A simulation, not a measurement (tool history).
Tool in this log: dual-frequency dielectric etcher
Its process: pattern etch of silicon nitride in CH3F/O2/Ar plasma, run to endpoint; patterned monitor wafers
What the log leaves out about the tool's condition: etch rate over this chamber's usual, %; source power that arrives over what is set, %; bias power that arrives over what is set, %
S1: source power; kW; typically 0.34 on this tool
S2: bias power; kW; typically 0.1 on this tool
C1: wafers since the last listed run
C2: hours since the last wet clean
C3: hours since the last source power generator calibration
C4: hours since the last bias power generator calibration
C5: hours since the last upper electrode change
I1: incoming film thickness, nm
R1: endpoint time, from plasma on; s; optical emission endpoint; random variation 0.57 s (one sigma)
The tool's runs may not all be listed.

{"run": 1, "hour": 0.0, "S1": 0.29, "S2": 0.1, "C1": 0, "C2": 463.2, "C3": 1672.3, "C4": 1226.8, "C5": 4938.4, "I1": 53.7, "R1": 83.8}
{"run": 2, "hour": 37.2, "S1": 0.34, "S2": 0.115, "C1": 436, "C2": 500.4, "C3": 1709.5, "C4": 1264, "C5": 4975.6, "I1": 52.5, "R1": 70.8}
{"hour": 110.0, "done": "wet clean of the chamber"}
{"run": 3, "hour": 110.5, "S1": 0.34, "S2": 0.115, "C1": 578, "C2": 0.5, "C3": 1782.8, "C4": 1337.3, "C5": 5048.9, "I1": 53.1, "R1": 70.6}
{"run": 4, "hour": 159.3, "S1": 0.3, "S2": 0.09, "C1": 572, "C2": 49.3, "C3": 1831.6, "C4": 1386.1, "C5": 5097.7, "I1": 52.6, "R1": 84.8}
{"run": 5, "hour": 266.4, "S1": 0.3, "S2": 0.09, "C1": 1256, "C2": 156.4, "C3": 1938.7, "C4": 1493.2, "C5": 5204.8, "I1": 52.7, "R1": 84.3}
{"run": 6, "hour": 341.2, "S1": 0.34, "S2": 0.1, "C1": 877, "C2": 231.2, "C3": 2013.5, "C4": 1568, "C5": 5279.6, "I1": 52.9, "R1": 76.6}
{"run": 7, "hour": 441.2, "S1": 0.34, "S2": 0.1, "C1": 1173, "C2": 331.2, "C3": 2113.5, "C4": 1668, "C5": 5379.6, "I1": 53.1, "R1": 76.7}
{"run": 8, "hour": 486.9, "S1": 0.34, "S2": 0.1, "C1": 536, "C2": 376.9, "C3": 2159.2, "C4": 1713.7, "C5": 5425.3, "I1": 53, "R1": 77.1}
{"run": 9, "hour": 586.4, "S1": 0.34, "S2": 0.1, "C1": 1167, "C2": 476.4, "C3": 2258.7, "C4": 1813.2, "C5": 5524.8, "I1": 53.4, "R1": 77.4}
{"hour": 679.5, "done": "wet clean of the chamber"}
{"run": 10, "hour": 680.0, "S1": 0.34, "S2": 0.1, "C1": 816, "C2": 0.5, "C3": 2352.3, "C4": 1906.8, "C5": 5618.4, "I1": 52.3, "R1": 74.9}
{"run": 11, "hour": 710.9, "S1": 0.34, "S2": 0.083, "C1": 362, "C2": 31.4, "C3": 2383.2, "C4": 1937.7, "C5": 5649.3, "I1": 52.8, "R1": 85.1}
{"run": 12, "hour": 780.1, "S1": 0.34, "S2": 0.1, "C1": 811, "C2": 100.6, "C3": 2452.4, "C4": 2006.9, "C5": 5718.5, "I1": 52.8, "R1": 75.7}
{"run": 13, "hour": 819.4, "S1": 0.34, "S2": 0.1, "C1": 461, "C2": 139.9, "C3": 2491.7, "C4": 2046.2, "C5": 5757.8, "I1": 53.2, "R1": 77.9}
{"hour": 872.4, "done": "bias power generator calibrated"}
{"run": 14, "hour": 885.2, "S1": 0.34, "S2": 0.1, "C1": 724, "C2": 205.7, "C3": 2557.5, "C4": 12.8, "C5": 5823.6, "I1": 53.1, "R1": 76.4}
{"run": 15, "hour": 985.3, "S1": 0.34, "S2": 0.1, "C1": 1174, "C2": 305.8, "C3": 2657.6, "C4": 112.9, "C5": 5923.7, "I1": 52.2, "R1": 75}
{"hour": 1091.7, "done": "upper electrode replaced"}
{"run": 16, "hour": 1092.2, "S1": 0.34, "S2": 0.1, "C1": 972, "C2": 412.7, "C3": 2764.5, "C4": 219.8, "C5": 0.5, "I1": 53, "R1": 75.4}
{"run": 17, "hour": 1146.7, "S1": 0.34, "S2": 0.1, "C1": 639, "C2": 467.2, "C3": 2819, "C4": 274.3, "C5": 55, "I1": 52.9, "R1": 76.2}
{"hour": 1200.9, "done": "wet clean of the chamber"}
{"run": 18, "hour": 1201.4, "S1": 0.41, "S2": 0.11, "C1": 360, "C2": 0.5, "C3": 2873.7, "C4": 329, "C5": 109.7, "I1": 53.1, "R1": 67.3}
{"run": 19, "hour": 1267.0, "S1": 0.4, "S2": 0.121, "C1": 769, "C2": 66.1, "C3": 2939.3, "C4": 394.6, "C5": 175.3, "I1": 53.3, "R1": 65.5}
{"run": 20, "hour": 1362.7, "S1": 0.39, "S2": 0.089, "C1": 1122, "C2": 161.8, "C3": 3035, "C4": 490.3, "C5": 271, "I1": 53.1, "R1": 77}
{"run": 21, "hour": 1448.8, "S1": 0.34, "S2": 0.1, "C1": 1010, "C2": 247.9, "C3": 3121.1, "C4": 576.4, "C5": 357.1, "I1": 52.8, "R1": 76.5}
{"run": 22, "hour": 1555.7, "S1": 0.41, "S2": 0.108, "C1": 1254, "C2": 354.8, "C3": 3228, "C4": 683.3, "C5": 464, "I1": 53.1, "R1": 68.7}
{"run": 23, "hour": 1608.6, "S1": 0.34, "S2": 0.086, "C1": 620, "C2": 407.7, "C3": 3280.9, "C4": 736.2, "C5": 516.9, "I1": 53.2, "R1": 83.5}

Run 24 has not been measured yet. What should we expect?
{"hour": 1676.1, "done": "source power generator calibrated"}
{"run": 24, "hour": 1676.6, "S1": 0.28, "S2": 0.086, "C1": 750, "C2": 475.7, "C3": 0.5, "C4": 804.2, "C5": 584.9, "I1": 52.7, "R1": "?"}

Run 24 measured R1 90.3 s.
With no hidden state in the tool, this same run would have given R1 90.3 s.
